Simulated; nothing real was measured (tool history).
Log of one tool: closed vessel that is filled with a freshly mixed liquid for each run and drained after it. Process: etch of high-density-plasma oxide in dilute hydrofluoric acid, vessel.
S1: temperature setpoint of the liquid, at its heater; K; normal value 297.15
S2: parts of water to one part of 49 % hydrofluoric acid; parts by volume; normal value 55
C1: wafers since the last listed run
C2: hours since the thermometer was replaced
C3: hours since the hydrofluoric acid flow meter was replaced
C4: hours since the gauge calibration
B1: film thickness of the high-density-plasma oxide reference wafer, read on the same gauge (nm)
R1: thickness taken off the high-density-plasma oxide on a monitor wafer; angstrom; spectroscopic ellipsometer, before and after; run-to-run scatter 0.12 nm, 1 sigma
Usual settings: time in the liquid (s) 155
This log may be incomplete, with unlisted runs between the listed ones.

{"run": 1, "hour": 0.0, "S1": 297.15, "S2": 55, "time in the liquid (s)": 155, "C1": 0, "C2": 1181.3, "C3": 1810.4, "C4": 198.8, "B1": 150.01, "R1": 196.9}
{"run": 2, "hour": 12.6, "S1": 297.15, "S2": 55, "time in the liquid (s)": 155, "C1": 986, "C2": 1193.9, "C3": 1823, "C4": 211.4, "B1": 150.01, "R1": 198.7}
{"run": 3, "hour": 32.1, "S1": 297.15, "S2": 55, "time in the liquid (s)": 130, "C1": 1527, "C2": 1213.4, "C3": 1842.5, "C4": 230.9, "B1": 150.02, "R1": 165.2}
{"hour": 41.4, "done": "gauge calibrated"}
{"run": 4, "hour": 52.8, "S1": 297.15, "S2": 55, "time in the liquid (s)": 130, "C1": 1621, "C2": 1234.1, "C3": 1863.2, "C4": 11.4, "B1": 150.01, "R1": 164.7}
{"run": 5, "hour": 78.0, "S1": 297.15, "S2": 55, "time in the liquid (s)": 130, "C1": 1973, "C2": 1259.3, "C3": 1888.4, "C4": 36.6, "B1": 150.02, "R1": 164}
{"run": 6, "hour": 106.9, "S1": 297.15, "S2": 55, "time in the liquid (s)": 155, "C1": 2263, "C2": 1288.2, "C3": 1917.3, "C4": 65.5, "B1": 149.97, "R1": 195.2}
{"hour": 119.6, "done": "thermometer replaced"}
{"run": 7, "hour": 135.2, "S1": 297.15, "S2": 55, "time in the liquid (s)": 155, "C1": 2138, "C2": 15.6, "C3": 1945.6, "C4": 93.8, "B1": 149.99, "R1": 212.1}
{"hour": 164.8, "done": "hydrofluoric acid flow meter replaced"}
{"run": 8, "hour": 170.3, "S1": 297.15, "S2": 55, "time in the liquid (s)": 155, "C1": 2670, "C2": 50.7, "C3": 5.5, "C4": 128.9, "B1": 149.99, "R1": 214.4}
{"run": 9, "hour": 192.7, "S1": 293.65, "S2": 45, "time in the liquid (s)": 80, "C1": 1754, "C2": 73.1, "C3": 27.9, "C4": 151.3, "B1": 150.01, "R1": 117.2}
{"run": 10, "hour": 275.0, "S1": 297.15, "S2": 55, "time in the liquid (s)": 155, "C1": 6445, "C2": 155.4, "C3": 110.2, "C4": 233.6, "B1": 150, "R1": 213.3}
{"hour": 294.0, "done": "gauge calibrated"}
{"run": 11, "hour": 304.8, "S1": 300.65, "S2": 35, "time in the liquid (s)": 155, "C1": 2333, "C2": 185.2, "C3": 140, "C4": 10.8, "B1": 150.03, "R1": 391.9}
{"run": 12, "hour": 337.6, "S1": 297.15, "S2": 55, "time in the liquid (s)": 215, "C1": 2568, "C2": 218, "C3": 172.8, "C4": 43.6, "B1": 150.02, "R1": 289.7}
{"run": 13, "hour": 351.9, "S1": 294.15, "S2": 55, "time in the liquid (s)": 155, "C1": 1120, "C2": 232.3, "C3": 187.1, "C4": 57.9, "B1": 149.98, "R1": 185.3}
{"run": 14, "hour": 370.0, "S1": 297.15, "S2": 75, "time in the liquid (s)": 95, "C1": 1417, "C2": 250.4, "C3": 205.2, "C4": 76, "B1": 150, "R1": 92.1}
{"run": 15, "hour": 390.4, "S1": 301.15, "S2": 75, "time in the liquid (s)": 110, "C1": 1597, "C2": 270.8, "C3": 225.6, "C4": 96.4, "B1": 149.96, "R1": 123.9}

Describe how what the log doesn't record of the tool's condition differs between the last listed run preceding each entry between runs and the first listed run following it.
After run 3, before run 4: gauge calibrated (hour 41.4)
  liquid colder than its thermometer reads (K): 2.18 -> 2.22
  measured less the result without the state, R1: -15.6 -> -15.9 angstrom
After run 6, before run 7: thermometer replaced (hour 119.6)
  liquid colder than its thermometer reads (K): 2.32 -> 0.27
  measured less the result without the state, R1: -19.6 -> -2.4 angstrom
After run 7, before run 8: hydrofluoric acid flow meter replaced (hour 164.8)
  liquid colder than its thermometer reads (K): 0.27 -> 0.333
  measured less the result without the state, R1: -2.4 -> -2.9 angstrom
After run 10, before run 11: gauge calibrated (hour 294)
  liquid colder than its thermometer reads (K): 0.52 -> 0.573
  measured less the result without the state, R1: -4.6 -> -9.2 angstrom
